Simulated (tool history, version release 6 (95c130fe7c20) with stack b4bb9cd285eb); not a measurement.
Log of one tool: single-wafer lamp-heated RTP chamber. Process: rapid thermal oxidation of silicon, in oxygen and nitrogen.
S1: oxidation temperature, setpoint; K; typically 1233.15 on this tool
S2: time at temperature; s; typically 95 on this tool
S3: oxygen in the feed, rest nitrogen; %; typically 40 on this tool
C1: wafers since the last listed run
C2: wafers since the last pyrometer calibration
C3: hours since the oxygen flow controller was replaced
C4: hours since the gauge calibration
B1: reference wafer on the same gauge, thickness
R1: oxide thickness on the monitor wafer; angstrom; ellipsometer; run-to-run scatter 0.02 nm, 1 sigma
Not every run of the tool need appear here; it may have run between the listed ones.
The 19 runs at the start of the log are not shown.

{"run": 20, "day": 51.038, "S1": 1233.15, "S2": 95, "S3": 40, "C1": 983, "C2": 2702, "C3": 4641.4, "C4": 1568.1, "B1": 4.264, "R1": 43.19}
{"run": 21, "day": 53.021, "S1": 1233.15, "S2": 95, "S3": 40, "C1": 457, "C2": 3160, "C3": 4689, "C4": 1615.7, "B1": 4.262, "R1": 43.79}
{"day": 57.592, "done": "pyrometer window cleaned and pyrometer calibrated"}
{"run": 22, "day": 57.612, "S1": 1261.15, "S2": 59, "S3": 69, "C1": 982, "C2": 4, "C3": 4799.2, "C4": 1725.9, "B1": 4.26, "R1": 50.04}
{"run": 23, "day": 59.804, "S1": 1233.15, "S2": 95, "S3": 53, "C1": 505, "C2": 510, "C3": 4851.8, "C4": 1778.5, "B1": 4.259, "R1": 45.68}
{"day": 60.025, "done": "gauge calibrated"}
{"run": 24, "day": 62.562, "S1": 1233.15, "S2": 95, "S3": 40, "C1": 636, "C2": 1146, "C3": 4918, "C4": 60.9, "B1": 4.257, "R1": 42.91}
{"day": 65.067, "done": "oxygen flow controller replaced"}
{"run": 25, "day": 66.858, "S1": 1233.15, "S2": 95, "S3": 40, "C1": 914, "C2": 2060, "C3": 43, "C4": 164, "B1": 4.256, "R1": 43.42}
{"run": 26, "day": 69.788, "S1": 1233.15, "S2": 95, "S3": 40, "C1": 675, "C2": 2736, "C3": 113.3, "C4": 234.3, "B1": 4.262, "R1": 43.42}
{"run": 27, "day": 71.721, "S1": 1233.15, "S2": 95, "S3": 40, "C1": 446, "C2": 3182, "C3": 159.7, "C4": 280.7, "B1": 4.259, "R1": 43.77}
{"run": 28, "day": 74.471, "S1": 1257.15, "S2": 142, "S3": 40, "C1": 634, "C2": 3816, "C3": 225.7, "C4": 346.7, "B1": 4.264, "R1": 61.22}
{"day": 77.842, "done": "pyrometer window cleaned and pyrometer calibrated"}
{"run": 29, "day": 86.329, "S1": 1246.15, "S2": 142, "S3": 17, "C1": 2658, "C2": 1957, "C3": 510.3, "C4": 631.3, "B1": 4.27, "R1": 42.83}
{"run": 30, "day": 89.875, "S1": 1233.15, "S2": 95, "S3": 40, "C1": 818, "C2": 2775, "C3": 595.4, "C4": 716.4, "B1": 4.259, "R1": 43.7}
{"run": 31, "day": 92.1, "S1": 1233.15, "S2": 95, "S3": 32, "C1": 513, "C2": 3289, "C3": 648.8, "C4": 769.8, "B1": 4.268, "R1": 41.17}
{"run": 32, "day": 95.562, "S1": 1233.15, "S2": 120, "S3": 40, "C1": 798, "C2": 4087, "C3": 731.9, "C4": 852.9, "B1": 4.263, "R1": 48.73}
{"run": 33, "day": 98.133, "S1": 1206.15, "S2": 70, "S3": 28, "C1": 593, "C2": 4681, "C3": 793.6, "C4": 914.6, "B1": 4.255, "R1": 31.26}
{"day": 100.404, "done": "pyrometer window cleaned and pyrometer calibrated"}
{"run": 34, "day": 100.746, "S1": 1233.15, "S2": 95, "S3": 21, "C1": 525, "C2": 78, "C3": 856.3, "C4": 977.3, "B1": 4.259, "R1": 35.74}
{"run": 35, "day": 104.833, "S1": 1233.15, "S2": 95, "S3": 52, "C1": 942, "C2": 1021, "C3": 954.4, "C4": 1075.4, "B1": 4.269, "R1": 46.15}

What if the next run were any one of these 3? Each begins from the tool's condition after run 35:
{"run": "A", "day": 104.854, "S1": 1258.15, "S2": 95, "S3": 40, "C1": 4, "C2": 1026, "C3": 954.9, "C4": 1075.9, "B1": "?", "R1": "?"}
{"run": "B", "day": 104.854, "S1": 1209.15, "S2": 95, "S3": 68, "C1": 4, "C2": 1026, "C3": 954.9, "C4": 1075.9, "B1": "?", "R1": "?"}
{"run": "C", "day": 104.854, "S1": 1247.15, "S2": 115, "S3": 52, "C1": 4, "C2": 1026, "C3": 954.9, "C4": 1075.9, "B1": "?", "R1": "?"}

run=A B1=4.257 R1=51
run=B B1=4.257 R1=42.72
run=C B1=4.257 R1=55.82
What these runs would have given with no unlogged condition in the tool:
run=A R1=50.24
run=B R1=42.1
run=C R1=54.95

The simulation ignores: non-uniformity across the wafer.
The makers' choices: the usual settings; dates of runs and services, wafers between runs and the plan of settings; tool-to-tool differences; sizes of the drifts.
